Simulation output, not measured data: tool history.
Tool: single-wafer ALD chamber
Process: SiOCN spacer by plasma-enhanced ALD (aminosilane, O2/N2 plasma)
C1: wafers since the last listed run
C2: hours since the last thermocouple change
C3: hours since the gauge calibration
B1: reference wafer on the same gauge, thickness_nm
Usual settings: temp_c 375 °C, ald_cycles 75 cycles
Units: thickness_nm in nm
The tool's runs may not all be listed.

run 1 hour=0 | temp_c=375 ald_cycles=75 | C1=0 C2=1313.2 C3=379 | B1=4.259 | thickness_nm=4.59
run 2 hour=24 | temp_c=375 ald_cycles=75 | C1=95 C2=1337.2 C3=403 | B1=4.262 | thickness_nm=4.602
run 3 hour=36.5 | temp_c=375 ald_cycles=82 | C1=49 C2=1349.7 C3=415.5 | B1=4.262 | thickness_nm=5.042
run 4 hour=105.7 | temp_c=375 ald_cycles=82 | C1=276 C2=1418.9 C3=484.7 | B1=4.262 | thickness_nm=5.048
run 5 hour=122.3 | temp_c=365 ald_cycles=85 | C1=66 C2=1435.5 C3=501.3 | B1=4.258 | thickness_nm=5.21
run 6 hour=137.2 | temp_c=375 ald_cycles=75 | C1=59 C2=1450.4 C3=516.2 | B1=4.262 | thickness_nm=4.583
run 7 hour=170.4 | temp_c=369 ald_cycles=71 | C1=132 C2=1483.6 C3=549.4 | B1=4.261 | thickness_nm=4.37
run 8 hour=205.4 | temp_c=375 ald_cycles=75 | C1=139 C2=1518.6 C3=584.4 | B1=4.259 | thickness_nm=4.592
run 9 hour=232.6 | temp_c=375 ald_cycles=75 | C1=108 C2=1545.8 C3=611.6 | B1=4.26 | thickness_nm=4.582
run 10 hour=246.8 | temp_c=375 ald_cycles=75 | C1=56 C2=1560 C3=625.8 | B1=4.258 | thickness_nm=4.594
run 11 hour=275.1 | temp_c=375 ald_cycles=84 | C1=113 C2=1588.3 C3=654.1 | B1=4.262 | thickness_nm=5.149
run 12 hour=305.3 | temp_c=375 ald_cycles=84 | C1=120 C2=1618.5 C3=684.3 | B1=4.259 | thickness_nm=5.146
run 13 hour=354.2 | temp_c=375 ald_cycles=84 | C1=195 C2=1667.4 C3=733.2 | B1=4.257 | thickness_nm=5.138
-- hour=387.9 thermocouple changed; heater temperature recalibrated
run 14 hour=389 | temp_c=375 ald_cycles=87 | C1=107 C2=1.1 C3=768 | B1=4.26 | thickness_nm=5.327
run 15 hour=417.9 | temp_c=375 ald_cycles=62 | C1=115 C2=30 C3=796.9 | B1=4.259 | thickness_nm=3.8
run 16 hour=451.4 | temp_c=375 ald_cycles=75 | C1=133 C2=63.5 C3=830.4 | B1=4.258 | thickness_nm=4.581
-- hour=458.2 gauge calibrated
run 17 hour=478.4 | temp_c=365 ald_cycles=69 | C1=107 C2=90.5 C3=20.2 | B1=4.26 | thickness_nm=4.219
run 18 hour=502.1 | temp_c=380 ald_cycles=75 | C1=94 C2=114.2 C3=43.9 | B1=4.26 | thickness_nm=4.6
run 19 hour=514.2 | temp_c=375 ald_cycles=75 | C1=48 C2=126.3 C3=56 | B1=4.26 | thickness_nm=4.583
run 20 hour=529.1 | temp_c=375 ald_cycles=68 | C1=59 C2=141.2 C3=70.9 | B1=4.26 | thickness_nm=4.161
run 21 hour=549 | temp_c=375 ald_cycles=75 | C1=79 C2=161.1 C3=90.8 | B1=4.258 | thickness_nm=4.589
run 22 hour=567.2 | temp_c=375 ald_cycles=75 | C1=72 C2=179.3 C3=109 | B1=4.257 | thickness_nm=4.593
run 23 hour=600.2 | temp_c=380 ald_cycles=83 | C1=131 C2=212.3 C3=142 | B1=4.26 | thickness_nm=5.098
run 24 hour=623.1 | temp_c=368 ald_cycles=89 | C1=91 C2=235.2 C3=164.9 | B1=4.26 | thickness_nm=5.463
run 25 hour=638.7 | temp_c=370 ald_cycles=88 | C1=62 C2=250.8 C3=180.5 | B1=4.264 | thickness_nm=5.399
run 26 hour=657.6 | temp_c=368 ald_cycles=75 | C1=75 C2=269.7 C3=199.4 | B1=4.259 | thickness_nm=4.606

3 ways to go on from here, each from the tool as it stands after run 26. What would each give?
run A hour=658.1 | temp_c=375 ald_cycles=75 | C1=1 C2=270.2 C3=199.9 | B1=? | thickness_nm=?
run B hour=658.1 | temp_c=362 ald_cycles=75 | C1=1 C2=270.2 C3=199.9 | B1=? | thickness_nm=?
run C hour=658.1 | temp_c=365 ald_cycles=67 | C1=1 C2=270.2 C3=199.9 | B1=? | thickness_nm=?

run=A B1=4.257 thickness_nm=4.601
run=B B1=4.257 thickness_nm=4.601
run=C B1=4.257 thickness_nm=4.111
Without the tool's hidden state the same runs would have given:
run=A thickness_nm=4.601
run=B thickness_nm=4.601
run=C thickness_nm=4.111

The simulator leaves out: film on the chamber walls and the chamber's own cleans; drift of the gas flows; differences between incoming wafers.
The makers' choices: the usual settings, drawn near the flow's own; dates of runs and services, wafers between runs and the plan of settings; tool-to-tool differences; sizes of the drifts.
